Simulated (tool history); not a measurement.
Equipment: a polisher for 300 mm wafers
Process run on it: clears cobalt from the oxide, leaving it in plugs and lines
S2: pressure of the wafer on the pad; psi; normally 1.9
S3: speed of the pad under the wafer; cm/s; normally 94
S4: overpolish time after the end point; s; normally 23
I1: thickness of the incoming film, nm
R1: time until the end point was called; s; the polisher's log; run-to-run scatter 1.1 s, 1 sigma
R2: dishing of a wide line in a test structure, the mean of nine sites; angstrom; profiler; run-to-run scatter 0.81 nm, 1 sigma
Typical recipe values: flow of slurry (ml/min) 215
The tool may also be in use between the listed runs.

Run 1, hour 0.0: usual settings but S3 100 cm/s; I1 258.3. Result: R1 57.4 s, R2 500 angstrom.
Run 2, hour 12.6: usual settings but S3 100 cm/s; I1 255.9. Result: R1 59.1 s, R2 494 angstrom.
Run 3, hour 27.8: usual settings but S3 100 cm/s; I1 259.9. Result: R1 57.4 s, R2 485 angstrom.
At hour 34.4: head pressure recalibrated.
Run 4, hour 38.9: usual settings; I1 259.5. Result: R1 63.0 s, R2 498 angstrom.
Run 5, hour 53.4: usual settings; I1 255.9. Result: R1 58.7 s, R2 481 angstrom.
Run 6, hour 62.1: usual settings; I1 257.7. Result: R1 61.3 s, R2 468 angstrom.
Run 7, hour 70.1: usual settings; I1 262.4. Result: R1 63.7 s, R2 466 angstrom.
At hour 78.8: worn pad replaced by a new one, of another model than before.
Run 8, hour 80.7: usual settings; I1 259.7. Result: R1 60.9 s, R2 492 angstrom.
Run 9, hour 93.0: usual settings; I1 256.3. Result: R1 61.0 s, R2 472 angstrom.
Run 10, hour 105.2: usual settings; I1 262.6. Result: R1 60.1 s, R2 478 angstrom.
Run 11, hour 116.0: usual settings; I1 262.8. Result: R1 60.9 s, R2 487 angstrom.
Run 12, hour 124.5: usual settings but S2 1.3 psi; I1 262.2. Result: R1 74.9 s, R2 457 angstrom.
Run 13, hour 135.1: usual settings but S4 16 s; I1 258.7. Result: R1 60.3 s, R2 411 angstrom.
Run 14, hour 152.9: usual settings; I1 261.3. Result: R1 61.8 s, R2 486 angstrom.
Run 15, hour 161.2: usual settings but flow of slurry (ml/min) 240, S2 1.5 psi, S3 84 cm/s; I1 261.7. Result: R1 75.0 s, R2 456 angstrom.
Run 16, hour 169.0: usual settings but flow of slurry (ml/min) 170, S2 1.6 psi, S3 66 cm/s, S4 18 s; I1 259.4. Result: R1 88.9 s, R2 346 angstrom.
Run 17, hour 183.2: usual settings but flow of slurry (ml/min) 280, S2 2.3 psi, S3 68 cm/s; I1 262.4. Result: R1 65.8 s, R2 460 angstrom.
At hour 192.8: worn pad replaced by a new one.
Run 18, hour 199.2: usual settings; I1 261.3. Result: R1 62.6 s, R2 482 angstrom.
Run 19, hour 212.5: usual settings but S3 104 cm/s; I1 258.0. Result: R1 55.3 s, R2 497 angstrom.
Run 20, hour 225.7: usual settings; I1 258.5. Result: R1 60.8 s, R2 473 angstrom.
Run 21, hour 233.9: usual settings but S3 70 cm/s; I1 256.0. Result: R1 75.3 s, R2 429 angstrom.
Run 22, hour 245.0: usual settings but S3 82 cm/s, S4 13 s; I1 255.8. Result: R1 66.4 s, R2 350 angstrom.
Run 23, hour 256.9: usual settings but S2 1.6 psi, S4 13 s; I1 260.3. Result: R1 69.3 s, R2 336 angstrom.
At hour 268.7: slurry nozzle cleaned.
Run 24, hour 269.2: usual settings but flow of slurry (ml/min) 270, S2 2.2 psi, S3 118 cm/s, S4 10 s; I1 258.5. Result: R1 44.4 s, R2 387 angstrom.
Run 25, hour 282.4: usual settings but S4 19 s; I1 258.7. Result: R1 59.2 s, R2 472 angstrom.
Run 26, hour 293.4: usual settings but flow of slurry (ml/min) 275, S2 2.3 psi, S3 102 cm/s, S4 28 s; I1 259.8. Result: R1 50.0 s, R2 542 angstrom.
At hour 308.6: worn pad replaced by a new one.
Run 27, hour 309.1: usual settings but flow of slurry (ml/min) 245, S3 68 cm/s; I1 258.8. Result: R1 73.0 s, R2 445 angstrom.
Run 28, hour 317.6: usual settings but flow of slurry (ml/min) 280, S2 2.3 psi, S3 68 cm/s; I1 262.5. Result: R1 64.7 s, R2 469 angstrom.
Run 29, hour 325.9: usual settings but flow of slurry (ml/min) 265, S2 1.6 psi, S4 19 s; I1 259.4. Result: R1 63.9 s, R2 435 angstrom.
Run 30, hour 333.4: usual settings but S2 2.3 psi, S3 80 cm/s; I1 262.0. Result: R1 60.2 s, R2 482 angstrom.
Run 31, hour 350.5: usual settings; I1 263.0. Result: R1 60.8 s, R2 492 angstrom.
Run 32, hour 362.9: usual settings but flow of slurry (ml/min) 175, S2 2.5 psi, S3 118 cm/s, S4 19 s; I1 261.2. Result: R1 43.0 s, R2 501 angstrom.
Run 33, hour 380.3: usual settings but S3 104 cm/s; I1 263.4. Result: R1 56.6 s, R2 506 angstrom.
Run 34, hour 394.8: usual settings but flow of slurry (ml/min) 175, S4 30 s; I1 261.3. Result: R1 62.3 s, R2 526 angstrom.
Run 35, hour 406.4: usual settings but flow of slurry (ml/min) 185, S4 35 s; I1 257.7. Result: R1 59.0 s, R2 541 angstrom.

What if the next run were any one of these 4? Each begins from the tool's condition after run 35:
Run A, hour 406.8: usual settings; I1 264.2. Result: R1 ?, R2 ?.
Run B, hour 406.8: usual settings but S4 13 s; I1 264.2. Result: R1 ?, R2 ?.
Run C, hour 406.8: usual settings but flow of slurry (ml/min) 185, S3 118 cm/s, S4 30 s; I1 264.2. Result: R1 ?, R2 ?.
Run D, hour 406.8: usual settings but flow of slurry (ml/min) 175, S2 2.3 psi, S4 10 s; I1 264.2. Result: R1 ?, R2 ?.

run    R1   R2
  A  61.5  497
  B  61.5  385
  C  52.5  550
  D  55.6  350
Take away the tool's hidden state, keep each run's random variation, and the runs would have read:
run    R1   R2
  A  60.7  499
  B  60.7  388
  C  51.7  552
  D  54.7  353
